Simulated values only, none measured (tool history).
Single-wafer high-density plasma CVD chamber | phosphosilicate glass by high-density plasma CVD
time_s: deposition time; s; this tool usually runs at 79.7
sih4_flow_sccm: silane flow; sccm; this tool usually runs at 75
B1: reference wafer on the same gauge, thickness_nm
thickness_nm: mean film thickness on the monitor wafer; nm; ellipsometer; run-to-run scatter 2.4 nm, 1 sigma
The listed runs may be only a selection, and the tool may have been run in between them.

Run 1, hour 0.0: usual settings; B1 603.460. Result: thickness_nm 567.617 nm.
Run 2, hour 36.8: usual settings; B1 603.423. Result: thickness_nm 561.799 nm.
Run 3, hour 71.4: usual settings; B1 603.936. Result: thickness_nm 565.933 nm.
Run 4, hour 109.8: usual settings; B1 603.620. Result: thickness_nm 563.610 nm.
Run 5, hour 176.3: usual settings; B1 604.818. Result: thickness_nm 559.722 nm.
Run 6, hour 222.1: usual settings but time_s 74.5 s, sih4_flow_sccm 82 sccm; B1 604.119. Result: thickness_nm 568.213 nm.
Run 7, hour 267.2: usual settings but time_s 70.4 s; B1 603.821. Result: thickness_nm 497.988 nm.
Run 8, hour 306.1: usual settings but time_s 70.4 s; B1 604.023. Result: thickness_nm 498.829 nm.
Run 9, hour 369.3: usual settings but time_s 70.4 s; B1 603.955. Result: thickness_nm 499.671 nm.
Run 10, hour 428.7: usual settings but sih4_flow_sccm 68 sccm; B1 603.795. Result: thickness_nm 519.097 nm.
Run 11, hour 488.4: usual settings but sih4_flow_sccm 68 sccm; B1 603.865. Result: thickness_nm 520.150 nm.
Run 12, hour 525.9: usual settings; B1 604.582. Result: thickness_nm 563.686 nm.
Run 13, hour 590.4: usual settings; B1 603.670. Result: thickness_nm 563.538 nm.
Run 14, hour 623.0: usual settings but time_s 67.0 s, sih4_flow_sccm 67 sccm; B1 603.847. Result: thickness_nm 427.773 nm.
Run 15, hour 656.5: usual settings but time_s 67.0 s, sih4_flow_sccm 67 sccm; B1 604.224. Result: thickness_nm 430.628 nm.
Run 16, hour 716.1: usual settings but time_s 74.8 s; B1 603.628. Result: thickness_nm 531.880 nm.
Run 17, hour 745.9: usual settings; B1 604.403. Result: thickness_nm 567.094 nm.
At hour 754.5: silane flow controller replaced.
Run 18, hour 798.5: usual settings but time_s 69.3 s; B1 602.963. Result: thickness_nm 475.368 nm.
Run 19, hour 840.1: usual settings but time_s 69.3 s; B1 603.773. Result: thickness_nm 477.488 nm.
Run 20, hour 881.7: usual settings but time_s 85.1 s, sih4_flow_sccm 86 sccm; B1 604.245. Result: thickness_nm 655.831 nm.
Run 21, hour 924.4: usual settings; B1 603.503. Result: thickness_nm 546.978 nm.
Run 22, hour 986.6: usual settings but time_s 92.1 s, sih4_flow_sccm 88 sccm; B1 603.882. Result: thickness_nm 725.984 nm.
Run 23, hour 1014.3: usual settings but time_s 86.6 s; B1 603.654. Result: thickness_nm 595.483 nm.
Run 24, hour 1046.7: usual settings; B1 604.287. Result: thickness_nm 548.785 nm.
Run 25, hour 1097.8: usual settings but time_s 73.8 s; B1 605.295. Result: thickness_nm 503.759 nm.
At hour 1116.8: silane flow controller replaced, repeated, since the last time left the tool worse.
Run 26, hour 1161.9: usual settings but time_s 66.6 s, sih4_flow_sccm 89 sccm; B1 603.561. Result: thickness_nm 560.742 nm.
Run 27, hour 1221.8: usual settings but time_s 63.9 s, sih4_flow_sccm 83 sccm; B1 604.239. Result: thickness_nm 508.917 nm.
Run 28, hour 1275.3: usual settings but time_s 71.0 s, sih4_flow_sccm 64 sccm; B1 603.575. Result: thickness_nm 449.397 nm.
At hour 1326.7: gauge calibrated.
Run 29, hour 1329.1: usual settings but time_s 83.8 s; B1 604.454. Result: thickness_nm 607.657 nm.
Run 30, hour 1356.2: usual settings but time_s 83.7 s, sih4_flow_sccm 68 sccm; B1 603.982. Result: thickness_nm 561.538 nm.
Run 31, hour 1408.7: usual settings but time_s 92.6 s, sih4_flow_sccm 79 sccm; B1 604.186. Result: thickness_nm 700.761 nm.
Run 32, hour 1479.2: usual settings but time_s 63.8 s, sih4_flow_sccm 90 sccm; B1 604.236. Result: thickness_nm 536.082 nm.
Run 33, hour 1516.1: usual settings; B1 604.541. Result: thickness_nm 576.843 nm.
Run 34, hour 1574.0: usual settings; B1 603.678. Result: thickness_nm 573.051 nm.
Run 35, hour 1616.5: usual settings but time_s 91.4 s; B1 603.864. Result: thickness_nm 660.056 nm.
Run 36, hour 1677.9: usual settings but time_s 71.8 s, sih4_flow_sccm 81 sccm; B1 604.533. Result: thickness_nm 556.926 nm.
Run 37, hour 1726.0: usual settings but sih4_flow_sccm 66 sccm; B1 603.472. Result: thickness_nm 514.317 nm.
Run 38, hour 1760.5: usual settings; B1 604.468. Result: thickness_nm 574.201 nm.
Run 39, hour 1806.3: usual settings; B1 602.937. Result: thickness_nm 574.978 nm.

Below are 3 alternative next runs, each starting from the tool's condition after run 39. Predict each:
Run A, hour 1806.7: usual settings; B1 ?. Result: thickness_nm ?.
Run B, hour 1806.7: usual settings but time_s 74.5 s, sih4_flow_sccm 61 sccm; B1 ?. Result: thickness_nm ?.
Run C, hour 1806.7: usual settings but time_s 65.6 s, sih4_flow_sccm 85 sccm; B1 ?. Result: thickness_nm ?.

run       B1  thickness_nm
  A  604.200       575.198
  B  604.200       453.301
  C  604.200       526.501
Take away the tool's hidden state, keep each run's random variation, and the runs would have read:
run  thickness_nm
  A       584.588
  B       460.701
  C       535.097

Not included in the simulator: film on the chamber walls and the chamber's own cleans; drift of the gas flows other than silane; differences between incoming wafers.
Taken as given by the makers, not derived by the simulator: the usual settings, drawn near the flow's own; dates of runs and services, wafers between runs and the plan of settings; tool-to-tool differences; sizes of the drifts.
